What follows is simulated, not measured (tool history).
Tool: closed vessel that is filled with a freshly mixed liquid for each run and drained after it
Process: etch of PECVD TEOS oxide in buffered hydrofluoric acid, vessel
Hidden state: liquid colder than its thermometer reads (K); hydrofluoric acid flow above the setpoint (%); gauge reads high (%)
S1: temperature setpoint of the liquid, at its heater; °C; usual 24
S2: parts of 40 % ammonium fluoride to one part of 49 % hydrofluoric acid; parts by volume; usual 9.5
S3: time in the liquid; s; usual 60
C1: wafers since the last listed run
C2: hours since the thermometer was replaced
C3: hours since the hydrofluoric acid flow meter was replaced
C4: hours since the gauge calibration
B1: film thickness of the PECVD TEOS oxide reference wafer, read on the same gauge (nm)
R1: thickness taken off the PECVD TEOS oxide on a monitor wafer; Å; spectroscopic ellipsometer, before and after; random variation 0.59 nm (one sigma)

run,hour,S1,S2,S3,C1,C2,C3,C4,B1,R1
1,0,24,9.5,60,0,229.4,1547.9,262.4,149.97,1289.5
2,85.2,24,9.5,60,9059,314.6,1633.1,347.6,150,1276.3
3,177.4,24,9.5,60,9803,406.8,1725.3,439.8,150.01,1289.7
4,255.1,24,9.5,60,8261,484.5,1803,517.5,149.98,1280.8
5,344,24,9.5,60,9452,573.4,1891.9,606.4,150.02,1282.7
6,430.2,24,9.5,60,9165,659.6,1978.1,692.6,149.99,1268.6
7,533.2,24,9.5,60,10952,762.6,2081.1,795.6,150.01,1283.5
8,600,24,6.5,60,7102,829.4,2147.9,862.4,150.02,1864.5
9,652,24,9.5,60,5529,881.4,2199.9,914.4,150,1284.9
10,701.1,24,8.5,60,5220,930.5,2249,963.5,149.98,1414.1
11,749.9,24,9.5,60,5188,979.3,2297.8,1012.3,150,1282.9
12,825.4,24,9.5,60,8028,1054.8,2373.3,1087.8,150.04,1290.8
# hour 850.6: thermometer replaced
# hour 885.3: hydrofluoric acid flow meter replaced
13,914.5,24,9.5,60,9261,63.9,29.2,1176.9,150,1282.7
14,983.2,24,9.5,60,7304,132.6,97.9,1245.6,149.99,1275.2
15,1072,24,8.5,60,9442,221.4,186.7,1334.4,150,1411.6
16,1136.3,24,9.5,60,6837,285.7,251,1398.7,149.99,1279.4
# hour 1421: gauge calibrated
17,1439.1,20,8,60,32197,588.5,553.8,18.1,150.02,1212.8
18,1528,24,9.5,60,9452,677.4,642.7,107,150.02,1279.9
19,1588.3,24,12.5,60,6411,737.7,703,167.3,149.99,991.8
20,1667.1,24,9.5,60,8378,816.5,781.8,246.1,150,1286
21,1738.6,24,8,60,7602,888,853.3,317.6,149.96,1512.1
22,1803.3,21,9.5,75,6879,952.7,918,382.3,149.99,1355.2
23,1911,29,13,75,11451,1060.4,1025.7,490,149.99,1577
# hour 1965.4: thermometer replaced
24,1976.3,29,5.5,30,6837,10.9,1091,555.3,150.01,1397.9
25,2118.7,24,9.5,60,15141,153.3,1233.4,697.7,150.02,1290.5
26,2168.8,20,9.5,60,5327,203.4,1283.5,747.8,149.98,1021.8
27,2232.5,24,9.5,80,6773,267.1,1347.2,811.5,149.98,1705.9
28,2435.9,24,7,45,21627,470.5,1550.6,1014.9,150.01,1315.9
29,2526.8,24,11,85,9665,561.4,1641.5,1105.8,150.02,1607.8

Forecast each of these 3 alternatives for the next run:
A,2527.5,24,9.5,95,74,562.1,1642.2,1106.5,?,?
B,2527.5,24,9.5,70,74,562.1,1642.2,1106.5,?,?
C,2527.5,28.5,6.5,40,74,562.1,1642.2,1106.5,?,?

run,B1,R1
A,149.98,2020.7
B,149.98,1489
C,149.98,1568.4
Without the tool's hidden state the same runs would have given:
run,R1
A,2020.7
B,1489
C,1568.4
